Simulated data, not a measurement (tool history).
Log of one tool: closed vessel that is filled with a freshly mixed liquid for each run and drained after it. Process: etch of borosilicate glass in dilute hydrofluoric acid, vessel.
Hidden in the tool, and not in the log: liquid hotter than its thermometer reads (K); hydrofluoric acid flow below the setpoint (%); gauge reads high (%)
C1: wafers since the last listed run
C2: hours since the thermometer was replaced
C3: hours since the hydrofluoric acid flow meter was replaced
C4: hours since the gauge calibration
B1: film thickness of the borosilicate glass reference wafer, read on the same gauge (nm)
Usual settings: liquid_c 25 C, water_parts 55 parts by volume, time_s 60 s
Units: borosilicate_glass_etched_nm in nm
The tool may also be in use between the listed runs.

{"run": 1, "hour": 0.0, "liquid_c": 22, "water_parts": 55, "time_s": 60, "C1": 0, "C2": 1838.7, "C3": 918.3, "C4": 20.1, "B1": 110.03, "borosilicate_glass_etched_nm": 45.99}
{"run": 2, "hour": 17.4, "liquid_c": 22, "water_parts": 55, "time_s": 60, "C1": 1802, "C2": 1856.1, "C3": 935.7, "C4": 37.5, "B1": 110.01, "borosilicate_glass_etched_nm": 45.92}
{"run": 3, "hour": 28.4, "liquid_c": 25, "water_parts": 55, "time_s": 70, "C1": 1139, "C2": 1867.1, "C3": 946.7, "C4": 48.5, "B1": 109.99, "borosilicate_glass_etched_nm": 60.66}
{"run": 4, "hour": 35.1, "liquid_c": 25, "water_parts": 55, "time_s": 70, "C1": 693, "C2": 1873.8, "C3": 953.4, "C4": 55.2, "B1": 109.99, "borosilicate_glass_etched_nm": 60.45}
{"run": 5, "hour": 52.4, "liquid_c": 25, "water_parts": 55, "time_s": 75, "C1": 1791, "C2": 1891.1, "C3": 970.7, "C4": 72.5, "B1": 109.99, "borosilicate_glass_etched_nm": 64.5}
{"hour": 60.1, "done": "thermometer replaced"}
{"run": 6, "hour": 60.7, "liquid_c": 25, "water_parts": 55, "time_s": 75, "C1": 756, "C2": 0.6, "C3": 979, "C4": 80.8, "B1": 110.04, "borosilicate_glass_etched_nm": 65.09}
{"run": 7, "hour": 69.1, "liquid_c": 25, "water_parts": 55, "time_s": 75, "C1": 870, "C2": 9, "C3": 987.4, "C4": 89.2, "B1": 110, "borosilicate_glass_etched_nm": 64.3}
{"run": 8, "hour": 85.9, "liquid_c": 25, "water_parts": 55, "time_s": 60, "C1": 1740, "C2": 25.8, "C3": 1004.2, "C4": 106, "B1": 110.04, "borosilicate_glass_etched_nm": 51.34}
{"hour": 89.2, "done": "hydrofluoric acid flow meter replaced"}
{"hour": 106.3, "done": "gauge calibrated"}
{"run": 9, "hour": 108.5, "liquid_c": 29, "water_parts": 75, "time_s": 80, "C1": 2237, "C2": 48.4, "C3": 19.3, "C4": 2.2, "B1": 110.01, "borosilicate_glass_etched_nm": 66.22}
{"run": 10, "hour": 120.2, "liquid_c": 25, "water_parts": 55, "time_s": 60, "C1": 1211, "C2": 60.1, "C3": 31, "C4": 13.9, "B1": 110.02, "borosilicate_glass_etched_nm": 58.93}
{"run": 11, "hour": 133.9, "liquid_c": 25, "water_parts": 55, "time_s": 35, "C1": 1418, "C2": 73.8, "C3": 44.7, "C4": 27.6, "B1": 110, "borosilicate_glass_etched_nm": 34.49}
{"run": 12, "hour": 141.3, "liquid_c": 27, "water_parts": 85, "time_s": 50, "C1": 766, "C2": 81.2, "C3": 52.1, "C4": 35, "B1": 109.99, "borosilicate_glass_etched_nm": 33.53}
{"run": 13, "hour": 156.1, "liquid_c": 25, "water_parts": 55, "time_s": 45, "C1": 1532, "C2": 96, "C3": 66.9, "C4": 49.8, "B1": 109.99, "borosilicate_glass_etched_nm": 44.38}
{"run": 14, "hour": 163.1, "liquid_c": 25, "water_parts": 65, "time_s": 70, "C1": 725, "C2": 103, "C3": 73.9, "C4": 56.8, "B1": 109.98, "borosilicate_glass_etched_nm": 57.74}
{"run": 15, "hour": 170.9, "liquid_c": 25, "water_parts": 55, "time_s": 60, "C1": 807, "C2": 110.8, "C3": 81.7, "C4": 64.6, "B1": 110, "borosilicate_glass_etched_nm": 58.5}

5 ways to go on from here, each from the tool as it stands after run 15. What would each give?
{"run": "A", "hour": 171.6, "liquid_c": 25, "water_parts": 55, "time_s": 30, "C1": 72, "C2": 111.5, "C3": 82.4, "C4": 65.3, "B1": "?", "borosilicate_glass_etched_nm": "?"}
{"run": "B", "hour": 171.6, "liquid_c": 28, "water_parts": 55, "time_s": 60, "C1": 72, "C2": 111.5, "C3": 82.4, "C4": 65.3, "B1": "?", "borosilicate_glass_etched_nm": "?"}
{"run": "C", "hour": 171.6, "liquid_c": 25, "water_parts": 35, "time_s": 60, "C1": 72, "C2": 111.5, "C3": 82.4, "C4": 65.3, "B1": "?", "borosilicate_glass_etched_nm": "?"}
{"run": "D", "hour": 171.6, "liquid_c": 30, "water_parts": 55, "time_s": 70, "C1": 72, "C2": 111.5, "C3": 82.4, "C4": 65.3, "B1": "?", "borosilicate_glass_etched_nm": "?"}
{"run": "E", "hour": 171.6, "liquid_c": 22, "water_parts": 30, "time_s": 45, "C1": 72, "C2": 111.5, "C3": 82.4, "C4": 65.3, "B1": "?", "borosilicate_glass_etched_nm": "?"}

run=A B1=109.97 borosilicate_glass_etched_nm=29.61
run=B B1=109.97 borosilicate_glass_etched_nm=66.79
run=C B1=109.97 borosilicate_glass_etched_nm=95.65
run=D B1=109.97 borosilicate_glass_etched_nm=84.3
run=E B1=109.97 borosilicate_glass_etched_nm=74.31
Without the tool's hidden state the same runs would have given:
run=A borosilicate_glass_etched_nm=29.98
run=B borosilicate_glass_etched_nm=67.63
run=C borosilicate_glass_etched_nm=96.82
run=D borosilicate_glass_etched_nm=85.37
run=E borosilicate_glass_etched_nm=75.21
